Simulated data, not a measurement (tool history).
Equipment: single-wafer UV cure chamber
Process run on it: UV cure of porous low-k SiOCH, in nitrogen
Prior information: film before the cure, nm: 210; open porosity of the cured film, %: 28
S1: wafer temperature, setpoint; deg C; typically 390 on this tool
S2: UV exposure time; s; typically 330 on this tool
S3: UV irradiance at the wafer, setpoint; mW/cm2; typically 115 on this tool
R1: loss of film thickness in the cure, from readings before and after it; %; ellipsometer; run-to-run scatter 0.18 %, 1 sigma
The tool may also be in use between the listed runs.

run   hour   S1   S2   S3      R1
  1      0  390  380  115   18.94
  2   44.2  390  380  115  18.731
  3   71.9  390  330  115  17.874
  4    130  390  330  115  18.053
  5  191.2  390  190  129  15.401
     225.6  -- quartz window cleaned
  6  260.3  390  190  129  14.595
  7  298.5  390  190  129  14.467
  8  353.9  390  330  115  16.642
     402.2  -- quartz window cleaned, repeated, since the last time left the tool worse
  9  411.5  390  425  115  19.841
 10  445.8  390  330  115  17.932
     462.8  -- UV bulbs replaced
 11  471.8  406  270  115  17.001
 12  517.8  390  210  115  15.507

Run 13 is up next; what results do you expect?
 13  552.1  378  510  79   ?

Run 13 measured R1 18.133 %.
On a tool with no hidden condition, and with the same random variation, this run would have come out at R1 18.59 %.
